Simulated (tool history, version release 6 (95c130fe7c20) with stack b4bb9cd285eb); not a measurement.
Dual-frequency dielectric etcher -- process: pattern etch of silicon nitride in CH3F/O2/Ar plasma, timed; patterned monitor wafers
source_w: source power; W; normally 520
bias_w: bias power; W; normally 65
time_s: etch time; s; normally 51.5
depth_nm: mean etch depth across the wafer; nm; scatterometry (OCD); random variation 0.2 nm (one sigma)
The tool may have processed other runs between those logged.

run     day  source_w  bias_w  time_s  read-back reference wafer on the same gauge, depth_nm  depth_nm
  1   0.000       550      65    51.5                                                  40.31     35.65
  2   1.892       550      65    51.5                                                  40.27     35.56
  3   3.104       520      65    47.0                                                  40.20     32.04
  4   4.071       520      68    51.5                                                  40.17     35.57
  5   4.775       520      72    61.0                                                  40.18     43.24
  6   5.850       520      72    61.0                                                  40.12     43.30
  7   6.950       520      65    51.5                                                  40.06     35.01
  8   7.538       520      59    51.5                                                  40.05     33.20
  9   9.004       520      59    51.5                                                  40.00     32.93
 10  10.050       520      59    51.5                                                  39.96     33.00
 11  10.904       520      65    51.5                                                  39.97     34.42
 12  12.200       520      65    51.5                                                  39.90     34.64
     12.475  -- gauge calibrated
     14.538  -- source power generator calibrated
     16.900  -- wet clean of the chamber
 13  16.921       520      65    51.5                                                  41.09     35.58
 14  17.296       520      65    51.5                                                  41.14     35.42
 15  18.546       520      65    51.5                                                  41.10     35.14
 16  20.017       420      76    42.5                                                  40.99     29.66
 17  21.504       600      77    38.5                                                  40.97     30.26
 18  22.092       520      73    63.5                                                  40.97     46.29
 19  23.408       440      57    45.5                                                  40.96     27.81
 20  24.708       520      65    51.5                                                  40.85     35.60
     25.846  -- bias power generator calibrated
     25.983  -- upper electrode replaced
 21  26.004       620      65    46.5                                                  40.79     33.46
 22  26.588       520      65    51.5                                                  40.81     35.15
 23  27.771       520      51    51.5                                                  40.78     31.15
 24  29.104       610      53    46.0                                                  40.67     29.88
     30.571  -- wet clean of the chamber
 25  30.592       520      65    38.5                                                  40.64     26.32
 26  30.704       490      65    42.5                                                  40.67     28.62
 27  32.025       520      65    51.5                                                  40.63     35.47
 28  33.421       520      76    43.0                                                  40.58     31.96
 29  34.750       520      65    51.5                                                  40.52     35.02

For some of the steps in depth_nm from one run to the next: how much would appear even if the tool had no hidden state, given the settings, what came in and random variation, and how much remains for the hidden state plus any gauge scatter that the measured result and the result without hidden state don't share?
Hidden conditions of the tool in this case: etch rate over this chamber's usual, %; source power that arrives over what is set, %; bias power that arrives over what is set, %; gauge reads high (%).
Run 4 -> 5: bias_w 68 -> 72, time_s 51.5 -> 61.0. depth_nm +7.67 nm: hidden state -0.22, all else +7.89.
Run 12 -> 13: gauge calibrated, source power generator calibrated, wet clean of the chamber. depth_nm +0.94 nm: hidden state +1.06, all else -0.12.
Run 17 -> 18: source_w 600 -> 520, bias_w 77 -> 73, time_s 38.5 -> 63.5. depth_nm +16.03 nm: hidden state -0.11, all else +16.14.
Run 18 -> 19: source_w 520 -> 440, bias_w 73 -> 57, time_s 63.5 -> 45.5. depth_nm -18.48 nm: hidden state +0.08, all else -18.56.
